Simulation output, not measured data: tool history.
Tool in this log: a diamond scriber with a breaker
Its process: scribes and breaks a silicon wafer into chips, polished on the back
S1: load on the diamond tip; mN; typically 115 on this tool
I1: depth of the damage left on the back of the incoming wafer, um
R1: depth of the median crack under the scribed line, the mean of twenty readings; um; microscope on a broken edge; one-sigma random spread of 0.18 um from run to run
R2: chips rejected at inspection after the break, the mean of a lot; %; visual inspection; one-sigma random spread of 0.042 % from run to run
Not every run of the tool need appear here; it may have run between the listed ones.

run,hour,S1,I1,R1,R2
1,0.0,115,0.04,7.76,5.60
2,22.2,115,0.02,7.77,4.98
3,43.2,105,0.02,7.28,7.93
4,74.6,105,0.02,7.29,7.83
5,108.4,105,0.02,7.12,7.79
# hour 128.7: load on the tip recalibrated
6,132.5,122,0.01,7.74,3.83
7,145.5,122,0.03,8.04,3.93
8,180.7,115,0.01,7.52,5.61
# hour 196.6: diamond tip replaced by a new one
9,210.3,145,0.04,10.87,2.08
10,237.6,129,0.01,9.42,0.94
11,264.5,126,0.01,9.26,0.93
12,287.2,147,0.04,9.83,1.42
13,301.4,115,0.01,8.57,1.70
14,334.5,82,0.01,6.84,9.16
15,347.8,146,0.02,9.83,1.13
16,392.1,115,0.05,8.17,2.65
17,415.2,140,0.02,9.43,0.95

Alternative continuations, all from the tool just after run 17; predict every row:
A,415.9,104,0.03,?,?
B,415.9,103,0.03,?,?
C,415.9,127,0.03,?,?
D,415.9,124,0.03,?,?
E,415.9,135,0.03,?,?

run,R1,R2
A,7.87,4.66
B,7.83,4.87
C,8.87,1.51
D,8.74,1.75
E,9.20,1.08
With no hidden state in the tool, these same runs would have given:
run,R1,R2
A,9.03,1.26
B,8.98,1.33
C,10.17,1.26
D,10.03,1.11
E,10.55,1.82

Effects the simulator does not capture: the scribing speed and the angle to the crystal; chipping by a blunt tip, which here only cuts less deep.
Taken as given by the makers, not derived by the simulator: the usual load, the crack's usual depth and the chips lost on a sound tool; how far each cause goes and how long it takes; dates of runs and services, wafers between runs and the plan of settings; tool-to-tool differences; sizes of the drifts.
